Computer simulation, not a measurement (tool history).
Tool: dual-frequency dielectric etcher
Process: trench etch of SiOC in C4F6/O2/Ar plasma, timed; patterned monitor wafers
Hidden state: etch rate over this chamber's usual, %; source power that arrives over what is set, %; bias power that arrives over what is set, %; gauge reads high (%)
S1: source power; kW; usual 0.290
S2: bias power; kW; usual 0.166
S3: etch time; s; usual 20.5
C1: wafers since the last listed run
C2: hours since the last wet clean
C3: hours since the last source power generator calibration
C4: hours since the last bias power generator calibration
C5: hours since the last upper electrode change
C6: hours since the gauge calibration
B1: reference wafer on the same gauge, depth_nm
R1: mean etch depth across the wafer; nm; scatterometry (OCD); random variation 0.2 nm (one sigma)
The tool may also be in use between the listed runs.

| run | hour | S1 | S2 | S3 | C1 | C2 | C3 | C4 | C5 | C6 | B1 | R1 |
|---|---|---|---|---|---|---|---|---|---|---|---|---|
| 1 | 0.0 | 0.290 | 0.166 | 20.5 | 0 | 124.6 | 3640.0 | 2159.4 | 2573.8 | 173.1 | 35.53 | 35.28 |
| 2 | 51.4 | 0.310 | 0.166 | 20.5 | 744 | 176.0 | 3691.4 | 2210.8 | 2625.2 | 224.5 | 35.60 | 35.81 |
| 3 | 120.9 | 0.310 | 0.166 | 20.5 | 1006 | 245.5 | 3760.9 | 2280.3 | 2694.7 | 294.0 | 35.70 | 36.09 |
| 4 | 169.7 | 0.340 | 0.166 | 16.0 | 706 | 294.3 | 3809.7 | 2329.1 | 2743.5 | 342.8 | 35.59 | 28.56 |
| 5 | 205.1 | 0.290 | 0.166 | 20.5 | 512 | 329.7 | 3845.1 | 2364.5 | 2778.9 | 378.2 | 35.58 | 34.71 |
|  | 257.3 | upper electrode replaced |
|  | 273.8 | wet clean of the chamber |
| 6 | 274.3 | 0.290 | 0.166 | 20.5 | 415 | 0.5 | 3914.3 | 2433.7 | 17.0 | 447.4 | 35.56 | 33.31 |
|  | 286.0 | source power generator calibrated |
| 7 | 298.3 | 0.290 | 0.166 | 20.5 | 289 | 24.5 | 12.3 | 2457.7 | 41.0 | 471.4 | 35.54 | 33.27 |
|  | 334.6 | gauge calibrated |
| 8 | 342.9 | 0.290 | 0.125 | 26.0 | 646 | 69.1 | 56.9 | 2502.3 | 85.6 | 8.3 | 35.57 | 39.85 |
|  | 370.1 | wet clean of the chamber, repeated, since the last time left the tool worse |
| 9 | 376.4 | 0.250 | 0.180 | 26.0 | 137 | 6.3 | 90.4 | 2535.8 | 119.1 | 41.8 | 35.61 | 44.03 |
| 10 | 401.4 | 0.260 | 0.135 | 18.5 | 362 | 31.3 | 115.4 | 2560.8 | 144.1 | 66.8 | 35.59 | 29.43 |
|  | 493.5 | bias power generator calibrated |
| 11 | 538.1 | 0.290 | 0.166 | 20.5 | 1922 | 168.0 | 252.1 | 44.6 | 280.8 | 203.5 | 35.64 | 35.01 |
| 12 | 577.6 | 0.290 | 0.166 | 20.5 | 572 | 207.5 | 291.6 | 84.1 | 320.3 | 243.0 | 35.63 | 34.87 |
| 13 | 610.3 | 0.240 | 0.133 | 16.5 | 473 | 240.2 | 324.3 | 116.8 | 353.0 | 275.7 | 35.67 | 25.00 |
| 14 | 654.5 | 0.230 | 0.180 | 24.5 | 640 | 284.4 | 368.5 | 161.0 | 397.2 | 319.9 | 35.59 | 38.89 |

Forecast each of these 5 alternatives for the next run:
| A | 654.9 | 0.290 | 0.177 | 20.5 | 5 | 284.8 | 368.9 | 161.4 | 397.6 | 320.3 | ? | ? |
| B | 654.9 | 0.290 | 0.132 | 20.5 | 5 | 284.8 | 368.9 | 161.4 | 397.6 | 320.3 | ? | ? |
| C | 654.9 | 0.320 | 0.140 | 24.0 | 5 | 284.8 | 368.9 | 161.4 | 397.6 | 320.3 | ? | ? |
| D | 654.9 | 0.250 | 0.166 | 20.5 | 5 | 284.8 | 368.9 | 161.4 | 397.6 | 320.3 | ? | ? |
| E | 654.9 | 0.310 | 0.187 | 23.5 | 5 | 284.8 | 368.9 | 161.4 | 397.6 | 320.3 | ? | ? |

| run | B1 | R1 |
|---|---|---|
| A | 35.73 | 35.24 |
| B | 35.73 | 33.19 |
| C | 35.73 | 40.75 |
| D | 35.73 | 32.94 |
| E | 35.73 | 41.90 |
Without the tool's hidden state the same runs would have given:
| run | R1 |
|---|---|
| A | 36.25 |
| B | 34.14 |
| C | 41.92 |
| D | 33.88 |
| E | 43.10 |
